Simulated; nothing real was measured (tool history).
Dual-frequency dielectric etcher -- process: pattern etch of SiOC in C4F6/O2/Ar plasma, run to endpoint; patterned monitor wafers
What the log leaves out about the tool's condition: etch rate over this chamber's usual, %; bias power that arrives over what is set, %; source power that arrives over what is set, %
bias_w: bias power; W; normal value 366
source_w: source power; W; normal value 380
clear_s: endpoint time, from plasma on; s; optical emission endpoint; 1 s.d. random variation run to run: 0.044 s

run   hour  bias_w  source_w  wafers since the last listed run  hours since the last wet clean  hours since the last bias power generator calibration  hours since the last source power generator calibration  hours since the last upper electrode change  incoming incoming film thickness, nm  clear_s
  1    0.0     366       340                                 0                            29.1                                                 2040.1                                                   2522.3                                       1148.2                                 31.60     12.8
  2   18.4     366       380                               310                            47.5                                                 2058.5                                                   2540.7                                       1166.6                                 31.41     11.9
  3   36.9     366       380                               312                            66.0                                                 2077.0                                                   2559.2                                       1185.1                                 31.25     11.8
  4   63.8     366       380                               453                            92.9                                                 2103.9                                                   2586.1                                       1212.0                                 31.11     11.8
  5   92.8     366       380                               489                           121.9                                                 2132.9                                                   2615.1                                       1241.0                                 31.40     11.9
  6  122.6     366       380                               502                           151.7                                                 2162.7                                                   2644.9                                       1270.8                                 31.54     11.9
  7  153.6     366       380                               522                           182.7                                                 2193.7                                                   2675.9                                       1301.8                                 31.39     11.8
  8  171.3     366       380                               298                           200.4                                                 2211.4                                                   2693.6                                       1319.5                                 31.45     11.8
  9  197.4     366       380                               440                           226.5                                                 2237.5                                                   2719.7                                       1345.6                                 30.96     11.6
 10  220.0     366       380                               381                           249.1                                                 2260.1                                                   2742.3                                       1368.2                                 31.42     11.9
 11  235.1     366       380                               254                           264.2                                                 2275.2                                                   2757.4                                       1383.3                                 31.45     11.8
 12  252.1     366       380                               286                           281.2                                                 2292.2                                                   2774.4                                       1400.3                                 31.17     11.6
 13  276.3     366       380                               408                           305.4                                                 2316.4                                                   2798.6                                       1424.5                                 31.16     11.6
     299.9  -- source power generator calibrated
 14  310.5     366       380                               509                           339.6                                                 2350.6                                                     10.6                                       1458.7                                 31.33     11.7
     318.8  -- bias power generator calibrated
 15  333.5     366       380                               320                           362.6                                                   14.7                                                     33.6                                       1481.7                                 31.47     11.7
 16  353.7     366       380                               340                           382.8                                                   34.9                                                     53.8                                       1501.9                                 31.07     11.6
 17  385.8     406       430                               541                           414.9                                                   67.0                                                     85.9                                       1534.0                                 31.68     10.6
 18  414.9     290       310                               490                           444.0                                                   96.1                                                    115.0                                       1563.1                                 31.26     14.4
 19  431.0     340       350                               271                           460.1                                                  112.2                                                    131.1                                       1579.2                                 31.36     12.6
 20  457.8     297       460                               452                           486.9                                                  139.0                                                    157.9                                       1606.0                                 31.42     11.2
     500.4  -- wet clean of the chamber
 21  500.9     366       410                               322                             0.5                                                  182.1                                                    201.0                                       1649.1                                 31.23     11.3
 22  501.3     280       380                                 6                             0.9                                                  182.5                                                    201.4                                       1649.5                                 31.24     12.9
 23  521.9     366       380                               347                            21.5                                                  203.1                                                    222.0                                       1670.1                                 31.27     11.8
 24  555.4     366       380                               565                            55.0                                                  236.6                                                    255.5                                       1703.6                                 31.36     11.9
 25  571.4     297       460                               269                            71.0                                                  252.6                                                    271.5                                       1719.6                                 30.74     11.2
     603.9  -- upper electrode replaced
 26  604.4     438       470                               151                           104.0                                                  285.6                                                    304.5                                          0.5                                 31.36      9.8
 27  636.2     343       460                               536                           135.8                                                  317.4                                                    336.3                                         32.3                                 31.25     10.7
 28  669.0     314       430                               553                           168.6                                                  350.2                                                    369.1                                         65.1                                 31.53     11.5
 29  704.4     366       380                               597                           204.0                                                  385.6                                                    404.5                                        100.5                                 31.39     11.7
 30  736.8     286       290                               546                           236.4                                                  418.0                                                    436.9                                        132.9                                 31.56     15.3
 31  756.7     366       380                               335                           256.3                                                  437.9                                                    456.8                                        152.8                                 31.66     11.7

What was the tool's hidden state at every run in the log?
bias power that arrives over what is set, %: 0, the same for each run
source power that arrives over what is set, %: 0, the same for each run
H1: etch rate over this chamber's usual, %
run       H1
  1    -0.32
  2   -0.209
  3  -0.0974
  4   0.0645
  5    0.239
  6    0.418
  7    0.605
  8    0.712
  9    0.869
 10        1
 11      1.1
 12      1.2
 13     1.34
 14     1.55
 15     1.69
 16     1.81
 17        2
 18     2.18
 19     2.27
 20     2.44
 21    0.477
 22     0.48
 23    0.604
 24    0.805
 25    0.902
 26      1.1
 27     1.29
 28     1.49
 29      1.7
 30      1.9
 31     2.02

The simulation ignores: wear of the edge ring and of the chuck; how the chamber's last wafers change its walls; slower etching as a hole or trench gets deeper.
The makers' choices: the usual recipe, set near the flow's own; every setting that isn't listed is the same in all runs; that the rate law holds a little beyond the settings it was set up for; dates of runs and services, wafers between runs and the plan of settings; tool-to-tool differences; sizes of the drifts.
